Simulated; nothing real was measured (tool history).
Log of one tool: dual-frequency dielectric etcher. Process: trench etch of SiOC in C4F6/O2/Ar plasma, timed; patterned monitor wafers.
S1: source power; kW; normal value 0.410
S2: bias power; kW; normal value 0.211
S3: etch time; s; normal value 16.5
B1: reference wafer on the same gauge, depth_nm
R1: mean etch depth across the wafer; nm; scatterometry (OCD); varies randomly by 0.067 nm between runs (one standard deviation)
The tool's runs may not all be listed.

run   hour     S1     S2    S3     B1     R1
  1    0.0  0.410  0.211  17.5  36.82  33.77
  2   17.3  0.410  0.211  17.5  36.79  33.81
  3   24.5  0.490  0.183  16.5  36.79  32.04
  4   33.4  0.490  0.183  16.5  36.79  32.00
  5   46.7  0.410  0.211  16.5  36.82  31.81
  6   56.2  0.410  0.211  16.5  36.81  31.83
  7   62.5  0.410  0.211  16.5  36.80  31.89
  8   97.3  0.410  0.211  16.5  36.81  31.82
     123.3  -- upper electrode replaced
     142.6  -- wet clean of the chamber
  9  143.1  0.480  0.211  14.0  36.81  28.02
 10  143.5  0.480  0.211  14.0  36.79  28.05
 11  143.8  0.410  0.211  15.0  36.78  29.05
 12  148.5  0.410  0.211  15.0  36.79  28.91
 13  163.0  0.410  0.211  16.5  36.81  31.90
 14  172.5  0.410  0.211  16.5  36.78  31.84
 15  182.2  0.410  0.211  15.0  36.81  28.99
 16  193.7  0.450  0.211  16.5  36.80  32.50
     204.0  -- bias power generator calibrated
     211.2  -- source power generator calibrated
 17  211.7  0.490  0.244  18.0  36.84  37.82
     219.1  -- gauge calibrated
 18  226.5  0.410  0.211  16.5  36.79  31.88
 19  234.6  0.410  0.248  16.5  36.81  33.33
 20  245.3  0.330  0.230  21.0  36.83  39.66
 21  259.9  0.410  0.184  14.0  36.81  26.07
 22  271.3  0.500  0.243  12.5  36.83  26.20
 23  279.3  0.410  0.211  19.0  36.82  36.63
 24  295.1  0.410  0.211  16.5  36.83  31.86
 25  328.4  0.410  0.159  16.5  36.81  29.76
 26  336.0  0.410  0.241  13.0  36.83  25.97

4 ways to go on from here, each from the tool as it stands after run 26. What would each give?
  A  336.4  0.410  0.211  16.5   ?   ?
  B  336.4  0.440  0.211  16.5   ?   ?
  C  336.4  0.410  0.162  20.0   ?   ?
  D  336.4  0.480  0.190  21.5   ?   ?

run     B1     R1
  A  36.83  31.88
  B  36.83  32.38
  C  36.83  36.20
  D  36.83  41.91
With no hidden state in the tool, these same runs would have given:
run     R1
  A  31.88
  B  32.38
  C  36.20
  D  41.91
